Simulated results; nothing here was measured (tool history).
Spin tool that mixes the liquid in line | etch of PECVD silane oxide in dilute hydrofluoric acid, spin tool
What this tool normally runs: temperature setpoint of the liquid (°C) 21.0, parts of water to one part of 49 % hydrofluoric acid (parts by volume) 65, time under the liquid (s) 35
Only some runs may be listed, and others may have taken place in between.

| run | hour | temperature setpoint of the liquid (°C) | parts of water to one part of 49 % hydrofluoric acid (parts by volume) | time under the liquid (s) | read-back film thickness of the PECVD silane oxide reference wafer, read on the same gauge (nm) | thickness taken off the PECVD silane oxide on a monitor wafer (angstrom) |
|---|---|---|---|---|---|---|
| 1 | 0.0 | 21.0 | 65 | 35 | 89.99 | 160.1 |
| 2 | 73.3 | 21.0 | 65 | 35 | 90.02 | 162.0 |
| 3 | 129.4 | 21.0 | 65 | 35 | 90.00 | 163.9 |
| 4 | 225.4 | 21.0 | 45 | 35 | 90.01 | 246.9 |
| 5 | 297.7 | 23.0 | 65 | 40 | 90.00 | 205.6 |
| 6 | 346.7 | 23.0 | 65 | 40 | 90.00 | 209.3 |
|  | 360.3 | thermometer replaced |
| 7 | 382.9 | 23.0 | 65 | 40 | 90.00 | 193.0 |
| 8 | 424.9 | 21.0 | 65 | 35 | 90.00 | 156.3 |
| 9 | 470.6 | 21.0 | 65 | 35 | 89.98 | 158.0 |
| 10 | 528.1 | 21.0 | 65 | 35 | 89.99 | 158.1 |
|  | 536.6 | hydrofluoric acid flow meter replaced |
| 11 | 617.1 | 21.0 | 65 | 35 | 90.01 | 160.0 |
| 12 | 701.5 | 21.0 | 65 | 35 | 90.00 | 158.9 |
| 13 | 847.5 | 21.0 | 65 | 50 | 90.00 | 233.0 |
| 14 | 893.8 | 18.5 | 65 | 45 | 90.02 | 184.8 |
| 15 | 993.9 | 21.0 | 65 | 35 | 89.98 | 164.1 |
| 16 | 1086.5 | 21.0 | 65 | 35 | 90.03 | 164.7 |
| 17 | 1127.6 | 26.0 | 50 | 40 | 90.01 | 307.6 |
|  | 1226.0 | thermometer replaced |
|  | 1278.6 | hydrofluoric acid flow meter replaced |
|  | 1284.1 | gauge calibrated |
| 18 | 1444.9 | 21.0 | 45 | 15 | 89.99 | 100.2 |
| 19 | 1497.1 | 23.0 | 50 | 35 | 90.01 | 230.5 |
| 20 | 1579.7 | 21.0 | 65 | 35 | 90.01 | 159.3 |
| 21 | 1661.7 | 24.0 | 80 | 50 | 90.00 | 208.4 |
| 22 | 1726.3 | 18.0 | 85 | 35 | 90.01 | 108.0 |

Each row is a separate what-if for the run after 22, all from the same tool condition, not one after another. Results?
| A | 1726.7 | 25.0 | 65 | 35 | ? | ? |
| B | 1726.7 | 23.5 | 75 | 30 | ? | ? |
| C | 1726.7 | 17.0 | 45 | 45 | ? | ? |
| D | 1726.7 | 17.0 | 65 | 25 | ? | ? |

| run | read-back film thickness of the PECVD silane oxide reference wafer, read on the same gauge (nm) | thickness taken off the PECVD silane oxide on a monitor wafer (angstrom) |
|---|---|---|
| A | 90.00 | 192.2 |
| B | 90.00 | 132.7 |
| C | 90.00 | 262.4 |
| D | 90.00 | 98.6 |
With no hidden state in the tool, these same runs would have given:
| run | thickness taken off the PECVD silane oxide on a monitor wafer (angstrom) |
|---|---|
| A | 183.3 |
| B | 126.5 |
| C | 249.3 |
| D | 93.8 |

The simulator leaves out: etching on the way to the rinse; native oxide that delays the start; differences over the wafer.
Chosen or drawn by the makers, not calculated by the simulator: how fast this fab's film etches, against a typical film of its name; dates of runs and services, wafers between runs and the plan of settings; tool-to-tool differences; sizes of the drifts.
